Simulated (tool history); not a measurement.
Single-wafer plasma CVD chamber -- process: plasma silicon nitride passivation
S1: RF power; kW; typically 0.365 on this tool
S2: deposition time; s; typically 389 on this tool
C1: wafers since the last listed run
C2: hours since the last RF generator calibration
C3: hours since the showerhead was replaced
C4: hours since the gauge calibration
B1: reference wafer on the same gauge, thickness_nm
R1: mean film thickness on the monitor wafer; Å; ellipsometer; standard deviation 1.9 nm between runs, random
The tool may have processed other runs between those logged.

run,day,S1,S2,C1,C2,C3,C4,B1,R1
1,0.000,0.365,389,0,1186.5,357.0,2231.9,552.246,5216.71
2,1.671,0.365,389,275,1226.6,397.1,2272.0,552.156,5249.26
3,4.262,0.380,389,426,1288.8,459.3,2334.2,552.116,5314.62
4,6.317,0.395,389,338,1338.1,508.6,2383.5,551.317,5350.17
5,8.142,0.395,389,300,1381.9,552.4,2427.3,551.783,5330.23
6,10.175,0.395,389,334,1430.7,601.2,2476.1,552.501,5320.83
7,12.767,0.365,360,426,1492.9,663.4,2538.3,552.829,4805.81
8,14.554,0.365,389,294,1535.8,706.3,2581.2,551.941,5198.26
9,16.575,0.365,389,332,1584.3,754.8,2629.7,552.419,5216.23
10,18.562,0.365,389,327,1632.0,802.5,2677.4,552.003,5194.02
11,20.600,0.365,389,335,1680.9,851.4,2726.3,551.325,5196.86
12,24.175,0.315,389,588,1766.7,937.2,2812.1,552.064,4976.52
13,28.238,0.315,389,669,1864.2,1034.7,2909.6,552.305,4961.86
14,31.529,0.365,389,542,1943.2,1113.7,2988.6,552.477,5187.29
# day 32.125: RF generator calibrated
15,44.246,0.365,389,2039,290.9,1418.9,3293.8,552.167,5274.01
16,47.688,0.365,389,566,373.5,1501.5,3376.4,551.849,5273.43
17,50.600,0.365,389,479,443.4,1571.4,3446.3,551.966,5271.05
18,54.717,0.365,389,677,542.2,1670.2,3545.1,552.519,5255.19
19,59.208,0.300,465,739,650.0,1778.0,3652.9,551.484,5927.68
20,60.712,0.365,389,247,686.1,1814.1,3689.0,552.162,5268.65
21,63.146,0.400,355,400,744.5,1872.5,3747.4,553.074,4940.03
22,66.096,0.430,321,485,815.3,1943.3,3818.2,551.874,4561.51
23,69.229,0.315,418,516,890.5,2018.5,3893.4,551.306,5398.17
24,72.571,0.365,367,550,970.7,2098.7,3973.6,553.137,4941.88
25,76.388,0.310,463,628,1062.3,2190.3,4065.2,552.077,5943.76
26,79.475,0.325,346,508,1136.4,2264.4,4139.3,551.839,4508.37
27,83.746,0.305,389,703,1238.9,2366.9,4241.8,552.237,4968.13
# day 84.954: gauge calibrated
28,87.671,0.385,427,646,1333.1,2461.1,65.2,552.382,5849.52
# day 90.162: showerhead replaced
29,91.133,0.390,421,515,1416.2,23.3,148.3,552.462,5791.00
30,93.712,0.385,429,424,1478.1,85.2,210.2,551.150,5838.97
31,97.912,0.385,410,691,1578.9,186.0,311.0,552.315,5570.74
32,100.467,0.425,360,420,1640.2,247.3,372.3,551.466,5029.49
33,103.958,0.365,417,575,1724.0,331.1,456.1,552.373,5567.19
34,107.967,0.385,411,660,1820.2,427.3,552.3,551.619,5562.24
35,110.079,0.365,389,347,1870.9,478.0,603.0,551.795,5195.07
# day 111.558: RF generator calibrated
36,113.479,0.365,360,505,46.1,559.6,684.6,552.305,4892.04
37,117.821,0.310,427,715,150.3,663.8,788.8,551.840,5527.32
38,119.533,0.365,389,282,191.4,704.9,829.9,552.522,5253.10
39,121.258,0.300,410,284,232.8,746.3,871.3,551.160,5269.01
40,125.158,0.365,389,642,326.4,839.9,964.9,552.314,5272.68
41,128.446,0.420,357,541,405.3,918.8,1043.8,551.348,5068.70
42,131.662,0.390,389,529,482.5,996.0,1121.0,551.955,5417.26

State the hidden condition of the tool at each of the runs:
gauge reads high (%): 0 in every run
H1: delivered RF power above the setpoint (%)
run,H1
1,-2.98
2,-3.14
3,-3.41
4,-3.62
5,-3.82
6,-4.06
7,-4.36
8,-4.58
9,-4.84
10,-5.09
11,-5.37
12,-5.86
13,-6.46
14,-6.97
15,-0.819
16,-0.912
17,-1.01
18,-1.17
19,-1.39
20,-1.47
21,-1.61
22,-1.8
23,-2.01
24,-2.26
25,-2.58
26,-2.85
27,-3.26
28,-3.67
29,-4.05
30,-4.36
31,-4.87
32,-5.21
33,-5.68
34,-6.25
35,-6.57
36,-0.443
37,-0.477
38,-0.501
39,-0.53
40,-0.619
41,-0.716
42,-0.831
